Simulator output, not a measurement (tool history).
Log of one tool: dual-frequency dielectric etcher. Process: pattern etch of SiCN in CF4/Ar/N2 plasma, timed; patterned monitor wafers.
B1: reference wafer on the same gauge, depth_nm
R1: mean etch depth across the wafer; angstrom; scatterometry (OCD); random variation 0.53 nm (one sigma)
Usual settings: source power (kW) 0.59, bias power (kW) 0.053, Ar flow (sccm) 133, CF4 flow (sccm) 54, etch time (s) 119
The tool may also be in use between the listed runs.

run 1 hour=0 | source_power_(kW)=0.54 bias_power_(kW)=0.053 Ar_flow_(sccm)=133 CF4_flow_(sccm)=54 etch_time_(s)=119 | B1=116 | R1=995
run 2 hour=66.6 | source_power_(kW)=0.59 bias_power_(kW)=0.053 Ar_flow_(sccm)=133 CF4_flow_(sccm)=54 etch_time_(s)=119 | B1=116.1 | R1=1097
run 3 hour=149.1 | source_power_(kW)=0.59 bias_power_(kW)=0.053 Ar_flow_(sccm)=133 CF4_flow_(sccm)=54 etch_time_(s)=119 | B1=116 | R1=1078
-- hour=364.5 wet clean of the chamber
run 4 hour=443.7 | source_power_(kW)=0.59 bias_power_(kW)=0.053 Ar_flow_(sccm)=133 CF4_flow_(sccm)=54 etch_time_(s)=119 | B1=116.1 | R1=1106
run 5 hour=528.6 | source_power_(kW)=0.59 bias_power_(kW)=0.053 Ar_flow_(sccm)=133 CF4_flow_(sccm)=54 etch_time_(s)=119 | B1=115.8 | R1=1098
-- hour=576.2 bias power generator calibrated
run 6 hour=576.5 | source_power_(kW)=0.59 bias_power_(kW)=0.053 Ar_flow_(sccm)=133 CF4_flow_(sccm)=46 etch_time_(s)=108 | B1=116.1 | R1=977
run 7 hour=674.4 | source_power_(kW)=0.59 bias_power_(kW)=0.053 Ar_flow_(sccm)=133 CF4_flow_(sccm)=46 etch_time_(s)=108 | B1=116 | R1=960
run 8 hour=735.9 | source_power_(kW)=0.59 bias_power_(kW)=0.053 Ar_flow_(sccm)=133 CF4_flow_(sccm)=46 etch_time_(s)=108 | B1=116.2 | R1=951
run 9 hour=814.9 | source_power_(kW)=0.59 bias_power_(kW)=0.053 Ar_flow_(sccm)=133 CF4_flow_(sccm)=54 etch_time_(s)=119 | B1=116.1 | R1=1058
-- hour=881.2 wet clean of the chamber
run 10 hour=881.7 | source_power_(kW)=0.59 bias_power_(kW)=0.053 Ar_flow_(sccm)=133 CF4_flow_(sccm)=54 etch_time_(s)=119 | B1=116 | R1=1120
run 11 hour=960.4 | source_power_(kW)=0.59 bias_power_(kW)=0.053 Ar_flow_(sccm)=133 CF4_flow_(sccm)=45 etch_time_(s)=119 | B1=116 | R1=1088
-- hour=1007.6 gauge calibrated
run 12 hour=1022.8 | source_power_(kW)=0.59 bias_power_(kW)=0.053 Ar_flow_(sccm)=118 CF4_flow_(sccm)=54 etch_time_(s)=91 | B1=115.9 | R1=864
-- hour=1038.4 Ar flow controller replaced
run 13 hour=1075.8 | source_power_(kW)=0.66 bias_power_(kW)=0.053 Ar_flow_(sccm)=151 CF4_flow_(sccm)=45 etch_time_(s)=96.5 | B1=115.9 | R1=950
-- hour=1158.7 CF4 flow controller replaced
run 14 hour=1159.1 | source_power_(kW)=0.59 bias_power_(kW)=0.053 Ar_flow_(sccm)=133 CF4_flow_(sccm)=54 etch_time_(s)=119 | B1=116.1 | R1=1083
-- hour=1221 upper electrode replaced
run 15 hour=1221.5 | source_power_(kW)=0.59 bias_power_(kW)=0.053 Ar_flow_(sccm)=133 CF4_flow_(sccm)=54 etch_time_(s)=135 | B1=116 | R1=1222
run 16 hour=1262.9 | source_power_(kW)=0.59 bias_power_(kW)=0.053 Ar_flow_(sccm)=133 CF4_flow_(sccm)=54 etch_time_(s)=119 | B1=116 | R1=1072
-- hour=1279.2 source power generator calibrated
-- hour=1312.9 wet clean of the chamber
run 17 hour=1326.2 | source_power_(kW)=0.59 bias_power_(kW)=0.053 Ar_flow_(sccm)=133 CF4_flow_(sccm)=54 etch_time_(s)=119 | B1=116 | R1=1135
run 18 hour=1385.8 | source_power_(kW)=0.59 bias_power_(kW)=0.053 Ar_flow_(sccm)=154 CF4_flow_(sccm)=54 etch_time_(s)=119 | B1=115.9 | R1=1096
run 19 hour=1441.8 | source_power_(kW)=0.59 bias_power_(kW)=0.053 Ar_flow_(sccm)=133 CF4_flow_(sccm)=60 etch_time_(s)=119 | B1=115.9 | R1=1137
run 20 hour=1522 | source_power_(kW)=0.59 bias_power_(kW)=0.053 Ar_flow_(sccm)=133 CF4_flow_(sccm)=54 etch_time_(s)=119 | B1=116.1 | R1=1110
run 21 hour=1623.1 | source_power_(kW)=0.59 bias_power_(kW)=0.053 Ar_flow_(sccm)=101 CF4_flow_(sccm)=54 etch_time_(s)=119 | B1=116.1 | R1=1140

Forecast each of these 4 alternatives for the next run:
run A hour=1623.5 | source_power_(kW)=0.59 bias_power_(kW)=0.053 Ar_flow_(sccm)=133 CF4_flow_(sccm)=54 etch_time_(s)=119 | B1=? | R1=?
run B hour=1623.5 | source_power_(kW)=0.45 bias_power_(kW)=0.06 Ar_flow_(sccm)=116 CF4_flow_(sccm)=54 etch_time_(s)=141 | B1=? | R1=?
run C hour=1623.5 | source_power_(kW)=0.59 bias_power_(kW)=0.053 Ar_flow_(sccm)=133 CF4_flow_(sccm)=54 etch_time_(s)=88 | B1=? | R1=?
run D hour=1623.5 | source_power_(kW)=0.59 bias_power_(kW)=0.053 Ar_flow_(sccm)=133 CF4_flow_(sccm)=54 etch_time_(s)=89.5 | B1=? | R1=?

run=A B1=116.2 R1=1097
run=B B1=116.2 R1=1036
run=C B1=116.2 R1=811
run=D B1=116.2 R1=825
Without the tool's hidden state the same runs would have given:
run=A R1=1121
run=B R1=1059
run=C R1=829
run=D R1=843
